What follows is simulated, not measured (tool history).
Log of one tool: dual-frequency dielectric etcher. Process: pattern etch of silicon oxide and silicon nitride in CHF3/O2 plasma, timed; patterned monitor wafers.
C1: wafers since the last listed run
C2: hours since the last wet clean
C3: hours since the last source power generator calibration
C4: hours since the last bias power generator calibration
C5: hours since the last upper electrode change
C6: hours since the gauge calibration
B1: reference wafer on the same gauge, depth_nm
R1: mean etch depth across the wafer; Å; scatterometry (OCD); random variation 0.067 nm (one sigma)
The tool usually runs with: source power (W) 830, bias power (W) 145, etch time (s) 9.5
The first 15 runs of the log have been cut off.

run 16 day=7.588 | source_power_(W)=730 bias_power_(W)=177 etch_time_(s)=9.5 | C1=6 C2=182.6 C3=147.5 C4=2660.0 C5=0.8 C6=166.0 | B1=16.11 | R1=172.5
run 17 day=7.846 | source_power_(W)=920 bias_power_(W)=110 etch_time_(s)=8.0 | C1=141 C2=188.8 C3=153.7 C4=2666.2 C5=7.0 C6=172.2 | B1=16.12 | R1=129.2
run 18 day=8.483 | source_power_(W)=830 bias_power_(W)=180 etch_time_(s)=12.0 | C1=349 C2=204.1 C3=169.0 C4=2681.5 C5=22.3 C6=187.5 | B1=16.08 | R1=227.7
run 19 day=9.021 | source_power_(W)=760 bias_power_(W)=131 etch_time_(s)=11.5 | C1=294 C2=217.0 C3=181.9 C4=2694.4 C5=35.2 C6=200.4 | B1=16.12 | R1=187.7
run 20 day=11.146 | source_power_(W)=830 bias_power_(W)=131 etch_time_(s)=7.0 | C1=1163 C2=268.0 C3=232.9 C4=2745.4 C5=86.2 C6=251.4 | B1=16.09 | R1=117.2
run 21 day=11.521 | source_power_(W)=960 bias_power_(W)=179 etch_time_(s)=12.0 | C1=205 C2=277.0 C3=241.9 C4=2754.4 C5=95.2 C6=260.4 | B1=16.09 | R1=238.4
run 22 day=11.908 | source_power_(W)=690 bias_power_(W)=177 etch_time_(s)=7.0 | C1=212 C2=286.3 C3=251.2 C4=2763.7 C5=104.5 C6=269.7 | B1=16.09 | R1=125.8
-- day=12.312 bias power generator calibrated
run 23 day=12.492 | source_power_(W)=770 bias_power_(W)=175 etch_time_(s)=7.0 | C1=228 C2=300.3 C3=265.2 C4=4.3 C5=118.5 C6=283.7 | B1=16.13 | R1=129.0
run 24 day=14.625 | source_power_(W)=650 bias_power_(W)=156 etch_time_(s)=9.5 | C1=1168 C2=351.5 C3=316.4 C4=55.5 C5=169.7 C6=334.9 | B1=16.11 | R1=159.8
run 25 day=15.017 | source_power_(W)=830 bias_power_(W)=145 etch_time_(s)=9.5 | C1=214 C2=360.9 C3=325.8 C4=64.9 C5=179.1 C6=344.3 | B1=16.10 | R1=164.5
run 26 day=15.717 | source_power_(W)=980 bias_power_(W)=145 etch_time_(s)=12.0 | C1=383 C2=377.7 C3=342.6 C4=81.7 C5=195.9 C6=361.1 | B1=16.10 | R1=222.4
run 27 day=16.017 | source_power_(W)=830 bias_power_(W)=127 etch_time_(s)=7.0 | C1=164 C2=384.9 C3=349.8 C4=88.9 C5=203.1 C6=368.3 | B1=16.09 | R1=116.0
run 28 day=16.750 | source_power_(W)=770 bias_power_(W)=175 etch_time_(s)=7.0 | C1=401 C2=402.5 C3=367.4 C4=106.5 C5=220.7 C6=385.9 | B1=16.09 | R1=129.2
run 29 day=17.400 | source_power_(W)=630 bias_power_(W)=157 etch_time_(s)=9.5 | C1=355 C2=418.1 C3=383.0 C4=122.1 C5=236.3 C6=401.5 | B1=16.12 | R1=157.3
run 30 day=18.462 | source_power_(W)=670 bias_power_(W)=145 etch_time_(s)=8.5 | C1=581 C2=443.6 C3=408.5 C4=147.6 C5=261.8 C6=427.0 | B1=16.12 | R1=138.2

Forecast each of these 4 alternatives for the next run:
run A day=18.479 | source_power_(W)=830 bias_power_(W)=145 etch_time_(s)=7.0 | C1=9 C2=444.0 C3=408.9 C4=148.0 C5=262.2 C6=427.4 | B1=? | R1=?
run B day=18.479 | source_power_(W)=930 bias_power_(W)=172 etch_time_(s)=7.0 | C1=9 C2=444.0 C3=408.9 C4=148.0 C5=262.2 C6=427.4 | B1=? | R1=?
run C day=18.479 | source_power_(W)=830 bias_power_(W)=118 etch_time_(s)=11.0 | C1=9 C2=444.0 C3=408.9 C4=148.0 C5=262.2 C6=427.4 | B1=? | R1=?
run D day=18.479 | source_power_(W)=830 bias_power_(W)=145 etch_time_(s)=10.5 | C1=9 C2=444.0 C3=408.9 C4=148.0 C5=262.2 C6=427.4 | B1=? | R1=?

run=A B1=16.10 R1=123.1
run=B B1=16.10 R1=136.6
run=C B1=16.10 R1=178.2
run=D B1=16.10 R1=184.6
What these runs would have given with no unlogged condition in the tool:
run=A R1=123.1
run=B R1=136.6
run=C R1=178.2
run=D R1=184.6
